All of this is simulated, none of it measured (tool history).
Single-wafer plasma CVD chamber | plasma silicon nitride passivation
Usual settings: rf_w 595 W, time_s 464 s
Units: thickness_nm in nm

run    hour  rf_w  time_s  read-back reference wafer on the same gauge, thickness_nm  thickness_nm
  1     0.0   525     464                                                    880.004       749.801
  2    41.6   525     464                                                    881.124       745.343
  3   130.1   520     504                                                    879.805       800.399
      216.2  -- RF generator calibrated
  4   216.7   520     504                                                    878.840       805.927
  5   254.9   520     504                                                    881.176       803.233
  6   321.1   595     464                                                    880.514       795.276
  7   394.8   595     464                                                    881.220       789.070
  8   478.3   595     464                                                    882.720       788.561
  9   532.8   595     464                                                    879.392       793.229
 10   610.7   595     464                                                    879.523       792.199
 11   674.2   595     464                                                    880.860       798.931
 12   725.0   595     464                                                    881.635       800.993
 13   785.2   595     464                                                    881.369       800.841
 14   851.7   595     464                                                    881.948       792.808
 15   954.1   595     464                                                    880.978       797.802
 16  1029.5   595     464                                                    882.919       794.484
     1082.6  -- gauge calibrated
 17  1132.3   545     464                                                    881.727       760.132
 18  1217.4   545     464                                                    879.937       751.892
     1229.5  -- showerhead replaced
 19  1320.2   595     464                                                    881.097       793.356
 20  1369.3   490     502                                                    880.824       769.663
 21  1472.3   495     464                                                    880.471       721.710
 22  1532.1   555     537                                                    881.883       890.204
 23  1568.2   565     543                                                    878.837       899.773
 24  1606.5   595     430                                                    880.948       735.435
 25  1671.1   495     408                                                    881.070       629.221
 26  1770.2   700     394                                                    881.319       725.209
 27  1843.3   595     464                                                    881.034       796.253
 28  1932.1   595     464                                                    880.910       791.087
 29  2028.9   595     464                                                    880.501       798.027
 30  2093.9   515     488                                                    881.762       770.843
 31  2145.6   595     464                                                    882.300       792.742
 32  2219.2   485     505                                                    880.294       769.890
     2269.7  -- RF generator calibrated
 33  2542.7   505     464                                                    881.375       721.807
 34  2861.6   650     413                                                    881.589       743.772
 35  2968.5   595     464                                                    882.302       790.469
 36  3069.8   595     464                                                    880.970       788.677

The tool's hidden state at each run:
delivered RF power above the setpoint (%): 0 in every run
gauge reads high (%): 0 in every run
